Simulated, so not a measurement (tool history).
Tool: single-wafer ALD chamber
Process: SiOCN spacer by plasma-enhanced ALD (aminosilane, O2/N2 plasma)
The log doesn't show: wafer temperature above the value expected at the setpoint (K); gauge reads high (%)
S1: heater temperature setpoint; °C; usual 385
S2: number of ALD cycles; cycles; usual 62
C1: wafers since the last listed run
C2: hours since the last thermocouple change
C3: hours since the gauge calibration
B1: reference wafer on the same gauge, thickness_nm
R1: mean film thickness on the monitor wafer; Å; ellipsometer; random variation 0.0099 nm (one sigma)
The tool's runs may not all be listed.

run,hour,S1,S2,C1,C2,C3,B1,R1
1,0.0,385,62,0,1061.5,110.8,3.560,39.44
2,24.3,385,62,81,1085.8,135.1,3.554,39.40
3,56.1,385,62,106,1117.6,166.9,3.558,39.51
4,82.1,385,62,86,1143.6,192.9,3.563,39.42
5,96.7,385,65,48,1158.2,207.5,3.564,41.40
6,117.1,385,62,68,1178.6,227.9,3.561,39.38
7,132.3,385,62,50,1193.8,243.1,3.559,39.55
8,168.1,385,62,119,1229.6,278.9,3.564,39.43
9,183.5,371,72,51,1245.0,294.3,3.563,45.75
# hour 211.3: gauge calibrated
10,215.1,385,62,105,1276.6,3.8,3.558,39.37
11,227.4,392,62,41,1288.9,16.1,3.559,39.53
12,256.0,371,62,95,1317.5,44.7,3.562,39.35
13,306.4,372,67,168,1367.9,95.1,3.559,42.47
# hour 333.8: thermocouple changed; heater temperature recalibrated
14,340.9,385,72,88,7.1,129.6,3.562,45.63
15,376.7,385,62,119,42.9,165.4,3.559,39.59
16,408.1,395,55,104,74.3,196.8,3.560,34.89
17,420.4,380,72,41,86.6,209.1,3.562,45.91

3 ways to go on from here, each from the tool as it stands after run 17. What would each give?
A,420.9,372,62,1,87.1,209.6,?,?
B,420.9,377,52,1,87.1,209.6,?,?
C,420.9,385,73,1,87.1,209.6,?,?

run,B1,R1
A,3.556,39.46
B,3.556,33.10
C,3.556,46.46
Without the tool's hidden state the same runs would have given:
run,R1
A,39.46
B,33.10
C,46.46

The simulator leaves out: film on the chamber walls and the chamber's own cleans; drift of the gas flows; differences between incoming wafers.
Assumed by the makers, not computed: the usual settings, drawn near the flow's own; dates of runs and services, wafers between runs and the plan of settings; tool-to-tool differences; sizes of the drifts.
